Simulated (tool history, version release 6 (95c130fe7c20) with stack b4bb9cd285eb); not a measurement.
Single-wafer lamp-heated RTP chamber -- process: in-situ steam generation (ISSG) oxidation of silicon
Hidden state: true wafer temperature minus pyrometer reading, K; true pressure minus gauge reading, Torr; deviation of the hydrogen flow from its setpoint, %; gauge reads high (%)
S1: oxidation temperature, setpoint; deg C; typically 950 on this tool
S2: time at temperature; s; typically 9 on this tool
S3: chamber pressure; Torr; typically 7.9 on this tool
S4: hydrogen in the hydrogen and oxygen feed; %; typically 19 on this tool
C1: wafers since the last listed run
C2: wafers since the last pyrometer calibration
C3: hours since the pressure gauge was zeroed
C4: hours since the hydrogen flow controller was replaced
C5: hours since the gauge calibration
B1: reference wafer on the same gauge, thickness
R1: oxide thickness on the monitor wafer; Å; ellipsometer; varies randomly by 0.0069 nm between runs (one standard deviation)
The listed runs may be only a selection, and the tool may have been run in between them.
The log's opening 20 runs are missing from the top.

run,hour,S1,S2,S3,S4,C1,C2,C3,C4,C5,B1,R1
21,276.1,962,9,8.5,14,138,1157,12.5,295.5,220.3,3.082,29.10
22,283.3,931,13,8.8,12,99,1257,19.7,302.7,227.5,3.080,30.24
# hour 323.9: pyrometer window cleaned and pyrometer calibrated
23,330.0,958,9,7.9,19,534,83,66.4,349.4,274.2,3.080,31.12
24,339.4,950,9,7.9,19,129,213,75.8,358.8,283.6,3.080,30.66
25,355.2,950,11,6.9,19,218,431,91.6,374.6,299.4,3.080,32.74
26,373.0,962,11,6.9,16,245,677,109.4,392.4,317.2,3.079,32.25
27,384.7,950,7,9.1,24,161,838,121.1,404.1,328.9,3.080,29.57
28,393.2,950,9,7.9,19,117,955,129.6,412.6,337.4,3.079,30.66
29,399.7,970,9,7.9,14,89,1045,136.1,419.1,343.9,3.077,29.83
30,406.4,950,11,6.9,19,92,1138,142.8,425.8,350.6,3.077,32.88
31,412.6,950,11,7.9,19,85,1223,149.0,432.0,356.8,3.081,32.98
32,428.5,945,9,7.9,22,219,1443,164.9,447.9,372.7,3.084,31.55

Consider 3 possible next runs. They are alternatives, not a sequence: every one starts from the tool as it was left by run 32. What does each give?
A,428.9,950,12,7.9,19,5,1448,165.3,448.3,373.1,?,?
B,428.9,950,9,7.9,25,5,1448,165.3,448.3,373.1,?,?
C,428.9,958,9,9.3,23,5,1448,165.3,448.3,373.1,?,?

run,B1,R1
A,3.082,34.16
B,3.082,33.08
C,3.082,32.44
Had the tool no hidden state, the same runs would have come out as:
run,R1
A,34.16
B,33.08
C,32.44

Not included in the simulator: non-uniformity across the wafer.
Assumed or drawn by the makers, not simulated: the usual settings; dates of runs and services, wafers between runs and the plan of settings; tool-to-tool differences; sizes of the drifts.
